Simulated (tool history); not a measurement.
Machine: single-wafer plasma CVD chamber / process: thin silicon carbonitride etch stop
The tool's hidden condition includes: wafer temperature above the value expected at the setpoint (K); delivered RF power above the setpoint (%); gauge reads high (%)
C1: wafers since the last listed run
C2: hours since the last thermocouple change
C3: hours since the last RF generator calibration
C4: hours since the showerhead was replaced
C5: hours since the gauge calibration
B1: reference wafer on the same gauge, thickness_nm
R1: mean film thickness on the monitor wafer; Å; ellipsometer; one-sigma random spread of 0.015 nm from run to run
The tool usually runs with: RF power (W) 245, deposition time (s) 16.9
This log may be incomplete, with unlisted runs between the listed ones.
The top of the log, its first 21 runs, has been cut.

Run 22, hour 219.9: usual settings but deposition time (s) 19.5; C1 496; C2 101.7; C3 1348.3; C4 2707.8; C5 16; B1 11.665. Result: R1 112.26 Å.
Run 23, hour 236.5: usual settings but RF power (W) 270; C1 680; C2 118.3; C3 1364.9; C4 2724.4; C5 32.6; B1 11.652. Result: R1 99.98 Å.
At hour 250.6: RF generator calibrated.
Run 24, hour 251.1: usual settings but RF power (W) 210, deposition time (s) 18.6; C1 270; C2 132.9; C3 0.5; C4 2739; C5 47.2; B1 11.658. Result: R1 102.31 Å.
At hour 266.2: showerhead replaced.
Run 25, hour 266.7: usual settings; C1 311; C2 148.5; C3 16.1; C4 0.5; C5 62.8; B1 11.664. Result: R1 96.56 Å.
Run 26, hour 269.9: usual settings; C1 131; C2 151.7; C3 19.3; C4 3.7; C5 66; B1 11.664. Result: R1 96.58 Å.
Run 27, hour 279.6: usual settings but RF power (W) 230, deposition time (s) 19.9; C1 397; C2 161.4; C3 29; C4 13.4; C5 75.7; B1 11.665. Result: R1 111.82 Å.
At hour 299.8: RF generator calibrated, repeated, since the last time left the tool worse.
Run 28, hour 300.3: usual settings but RF power (W) 220, deposition time (s) 15.5; C1 520; C2 182.1; C3 0.5; C4 34.1; C5 96.4; B1 11.662. Result: R1 88.5 Å.
Run 29, hour 304.5: usual settings but RF power (W) 210; C1 172; C2 186.3; C3 4.7; C4 38.3; C5 100.6; B1 11.655. Result: R1 95.45 Å.
Run 30, hour 321.9: usual settings but RF power (W) 275, deposition time (s) 18.9; C1 713; C2 203.7; C3 22.1; C4 55.7; C5 118; B1 11.654. Result: R1 113.63 Å.
Run 31, hour 354.8: usual settings; C1 1349; C2 236.6; C3 55; C4 88.6; C5 150.9; B1 11.667. Result: R1 98.75 Å.
Run 32, hour 364.7: usual settings but RF power (W) 200; C1 405; C2 246.5; C3 64.9; C4 98.5; C5 160.8; B1 11.657. Result: R1 94.22 Å.
Run 33, hour 378.1: usual settings but RF power (W) 280, deposition time (s) 15.1; C1 549; C2 259.9; C3 78.3; C4 111.9; C5 174.2; B1 11.667. Result: R1 91.3 Å.
Run 34, hour 387: usual settings but RF power (W) 265, deposition time (s) 16; C1 364; C2 268.8; C3 87.2; C4 120.8; C5 183.1; B1 11.658. Result: R1 95.24 Å.

Branching from run 34: 4 alternative next runs. What would each branch give?
Run A, hour 387.4: usual settings; C1 16; C2 269.2; C3 87.6; C4 121.2; C5 183.5; B1 ?. Result: R1 ?.
Run B, hour 387.4: usual settings but RF power (W) 265, deposition time (s) 15.4; C1 16; C2 269.2; C3 87.6; C4 121.2; C5 183.5; B1 ?. Result: R1 ?.
Run C, hour 387.4: usual settings but RF power (W) 230, deposition time (s) 19.6; C1 16; C2 269.2; C3 87.6; C4 121.2; C5 183.5; B1 ?. Result: R1 ?.
Run D, hour 387.4: usual settings but RF power (W) 210, deposition time (s) 20.2; C1 16; C2 269.2; C3 87.6; C4 121.2; C5 183.5; B1 ?. Result: R1 ?.

run      B1      R1
  A  11.653   98.59
  B  11.653   91.57
  C  11.653  112.62
  D  11.653  113.59
The same runs, with their run-to-run variation unchanged, on a tool lacking any hidden condition would have given:
run      R1
  A   98.67
  B   91.65
  C  112.71
  D  113.69
